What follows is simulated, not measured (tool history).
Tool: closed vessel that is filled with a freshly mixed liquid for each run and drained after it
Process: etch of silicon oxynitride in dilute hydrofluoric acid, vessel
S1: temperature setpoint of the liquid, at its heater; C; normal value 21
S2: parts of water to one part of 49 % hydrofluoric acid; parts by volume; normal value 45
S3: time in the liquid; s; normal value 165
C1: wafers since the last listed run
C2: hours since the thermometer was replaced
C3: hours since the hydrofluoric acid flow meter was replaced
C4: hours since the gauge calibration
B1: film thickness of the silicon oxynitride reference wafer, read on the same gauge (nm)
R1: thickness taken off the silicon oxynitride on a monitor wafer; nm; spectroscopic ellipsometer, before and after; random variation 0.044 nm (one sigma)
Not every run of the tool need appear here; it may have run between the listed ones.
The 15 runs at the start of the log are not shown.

run 16 day=8.704 | S1=21 S2=60 S3=165 | C1=1602 C2=1802.8 C3=363.1 C4=186.5 | B1=80.01 | R1=4.97
-- day=8.85 thermometer replaced
run 17 day=9.412 | S1=22.5 S2=35 S3=195 | C1=2084 C2=13.5 C3=380.1 C4=203.5 | B1=79.97 | R1=11.02
run 18 day=9.729 | S1=21 S2=45 S3=165 | C1=990 C2=21.1 C3=387.7 C4=211.1 | B1=80.01 | R1=6.67
run 19 day=9.992 | S1=17.5 S2=55 S3=105 | C1=820 C2=27.4 C3=394 C4=217.4 | B1=79.98 | R1=2.89
run 20 day=10.733 | S1=21 S2=35 S3=85 | C1=2319 C2=45.2 C3=411.8 C4=235.2 | B1=79.97 | R1=4.48
run 21 day=11.262 | S1=17 S2=30 S3=225 | C1=1654 C2=57.9 C3=424.5 C4=247.9 | B1=80.05 | R1=11.15
run 22 day=11.55 | S1=24.5 S2=45 S3=225 | C1=899 C2=64.8 C3=431.4 C4=254.8 | B1=79.99 | R1=10.68
run 23 day=12.258 | S1=21 S2=45 S3=165 | C1=2215 C2=81.8 C3=448.4 C4=271.8 | B1=80.03 | R1=6.62
run 24 day=12.754 | S1=21 S2=45 S3=125 | C1=1550 C2=93.7 C3=460.3 C4=283.7 | B1=79.99 | R1=4.96
run 25 day=13.304 | S1=21 S2=45 S3=165 | C1=1719 C2=106.9 C3=473.5 C4=296.9 | B1=80 | R1=6.56
-- day=13.65 gauge calibrated
run 26 day=13.704 | S1=18.5 S2=25 S3=85 | C1=1250 C2=116.5 C3=483.1 C4=1.3 | B1=79.98 | R1=5.49
-- day=13.767 hydrofluoric acid flow meter replaced
run 27 day=14.329 | S1=22.5 S2=45 S3=165 | C1=1824 C2=131.5 C3=13.5 C4=16.3 | B1=80.02 | R1=7.67
run 28 day=14.692 | S1=21 S2=45 S3=165 | C1=1133 C2=140.2 C3=22.2 C4=25 | B1=80 | R1=7.1
run 29 day=15.112 | S1=21 S2=55 S3=215 | C1=1315 C2=150.3 C3=32.3 C4=35.1 | B1=80.02 | R1=7.51
run 30 day=15.488 | S1=17 S2=55 S3=80 | C1=1172 C2=159.3 C3=41.3 C4=44.1 | B1=79.97 | R1=2.27
run 31 day=15.896 | S1=25.5 S2=30 S3=165 | C1=1276 C2=169.1 C3=51.1 C4=53.9 | B1=79.99 | R1=13.31
run 32 day=16.604 | S1=21 S2=45 S3=165 | C1=2215 C2=186.1 C3=68.1 C4=70.9 | B1=80.02 | R1=7
run 33 day=17.042 | S1=17 S2=30 S3=85 | C1=1368 C2=196.6 C3=78.6 C4=81.4 | B1=80.03 | R1=4.44
run 34 day=18.7 | S1=21 S2=45 S3=165 | C1=5185 C2=236.4 C3=118.4 C4=121.2 | B1=79.98 | R1=6.98

3 ways to go on from here, each from the tool as it stands after run 34. What would each give?
run A day=18.729 | S1=19.5 S2=45 S3=165 | C1=91 C2=237.1 C3=119.1 C4=121.9 | B1=? | R1=?
run B day=18.729 | S1=21 S2=50 S3=75 | C1=91 C2=237.1 C3=119.1 C4=121.9 | B1=? | R1=?
run C day=18.729 | S1=17 S2=65 S3=100 | C1=91 C2=237.1 C3=119.1 C4=121.9 | B1=? | R1=?

run=A B1=79.99 R1=6.46
run=B B1=79.99 R1=2.84
run=C B1=79.99 R1=2.36
Had the tool no hidden state, the same runs would have come out as:
run=A R1=6.59
run=B R1=2.9
run=C R1=2.4

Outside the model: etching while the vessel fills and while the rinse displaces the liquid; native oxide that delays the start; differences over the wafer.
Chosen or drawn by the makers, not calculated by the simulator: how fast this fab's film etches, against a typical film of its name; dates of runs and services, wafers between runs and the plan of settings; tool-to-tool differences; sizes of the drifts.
